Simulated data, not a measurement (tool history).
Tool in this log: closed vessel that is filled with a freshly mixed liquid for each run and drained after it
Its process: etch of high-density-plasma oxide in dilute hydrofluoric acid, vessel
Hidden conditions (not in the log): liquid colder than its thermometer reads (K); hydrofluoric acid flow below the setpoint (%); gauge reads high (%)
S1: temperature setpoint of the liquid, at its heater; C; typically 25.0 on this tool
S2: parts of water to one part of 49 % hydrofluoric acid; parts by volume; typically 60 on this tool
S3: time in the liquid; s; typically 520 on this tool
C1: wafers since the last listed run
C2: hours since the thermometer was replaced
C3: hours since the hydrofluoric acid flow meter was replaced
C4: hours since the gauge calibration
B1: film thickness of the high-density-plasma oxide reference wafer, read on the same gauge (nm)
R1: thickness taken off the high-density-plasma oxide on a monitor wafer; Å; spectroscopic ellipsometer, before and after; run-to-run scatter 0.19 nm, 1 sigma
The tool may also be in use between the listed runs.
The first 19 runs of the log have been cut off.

{"run": 20, "hour": 304.2, "S1": 21.0, "S2": 60, "S3": 225, "C1": 456, "C2": 217.7, "C3": 63.1, "C4": 238.7, "B1": 150.0, "R1": 175.3}
{"run": 21, "hour": 316.1, "S1": 25.0, "S2": 60, "S3": 725, "C1": 512, "C2": 229.6, "C3": 75.0, "C4": 250.6, "B1": 149.98, "R1": 668.7}
{"run": 22, "hour": 325.0, "S1": 21.0, "S2": 60, "S3": 225, "C1": 383, "C2": 238.5, "C3": 83.9, "C4": 259.5, "B1": 149.97, "R1": 174.1}
{"run": 23, "hour": 336.0, "S1": 25.0, "S2": 60, "S3": 295, "C1": 473, "C2": 249.5, "C3": 94.9, "C4": 270.5, "B1": 150.03, "R1": 268.7}
{"run": 24, "hour": 350.6, "S1": 22.5, "S2": 60, "S3": 780, "C1": 628, "C2": 264.1, "C3": 109.5, "C4": 285.1, "B1": 149.98, "R1": 642.7}
{"run": 25, "hour": 360.4, "S1": 25.0, "S2": 35, "S3": 760, "C1": 421, "C2": 273.9, "C3": 119.3, "C4": 294.9, "B1": 149.99, "R1": 1235.1}
{"run": 26, "hour": 366.7, "S1": 23.5, "S2": 60, "S3": 785, "C1": 271, "C2": 280.2, "C3": 125.6, "C4": 301.2, "B1": 150.01, "R1": 677.2}
{"run": 27, "hour": 377.4, "S1": 29.0, "S2": 40, "S3": 520, "C1": 460, "C2": 290.9, "C3": 136.3, "C4": 311.9, "B1": 150.0, "R1": 867.4}
{"run": 28, "hour": 385.9, "S1": 25.0, "S2": 60, "S3": 520, "C1": 365, "C2": 299.4, "C3": 144.8, "C4": 320.4, "B1": 150.01, "R1": 473.3}
{"run": 29, "hour": 399.1, "S1": 29.5, "S2": 75, "S3": 385, "C1": 568, "C2": 312.6, "C3": 158.0, "C4": 333.6, "B1": 149.95, "R1": 330.3}
{"run": 30, "hour": 405.7, "S1": 23.0, "S2": 50, "S3": 225, "C1": 284, "C2": 319.2, "C3": 164.6, "C4": 340.2, "B1": 150.01, "R1": 229.9}
{"hour": 419.5, "done": "gauge calibrated"}
{"run": 31, "hour": 420.2, "S1": 25.0, "S2": 60, "S3": 520, "C1": 624, "C2": 333.7, "C3": 179.1, "C4": 0.7, "B1": 150.04, "R1": 471.4}
{"run": 32, "hour": 426.5, "S1": 25.0, "S2": 60, "S3": 345, "C1": 271, "C2": 340.0, "C3": 185.4, "C4": 7.0, "B1": 149.97, "R1": 315.1}
{"run": 33, "hour": 439.1, "S1": 29.0, "S2": 60, "S3": 520, "C1": 542, "C2": 352.6, "C3": 198.0, "C4": 19.6, "B1": 149.98, "R1": 556.7}

Forecast each of these 3 alternatives for the next run:
{"run": "A", "hour": 439.9, "S1": 25.0, "S2": 60, "S3": 520, "C1": 34, "C2": 353.4, "C3": 198.8, "C4": 20.4, "B1": "?", "R1": "?"}
{"run": "B", "hour": 439.9, "S1": 22.5, "S2": 60, "S3": 520, "C1": 34, "C2": 353.4, "C3": 198.8, "C4": 20.4, "B1": "?", "R1": "?"}
{"run": "C", "hour": 439.9, "S1": 25.0, "S2": 75, "S3": 320, "C1": 34, "C2": 353.4, "C3": 198.8, "C4": 20.4, "B1": "?", "R1": "?"}

run=A B1=149.99 R1=474.7
run=B B1=149.99 R1=428.4
run=C B1=149.99 R1=229.2
The same runs, with their run-to-run variation unchanged, on a tool lacking any hidden condition would have given:
run=A R1=481.7
run=B R1=434.9
run=C R1=232.5
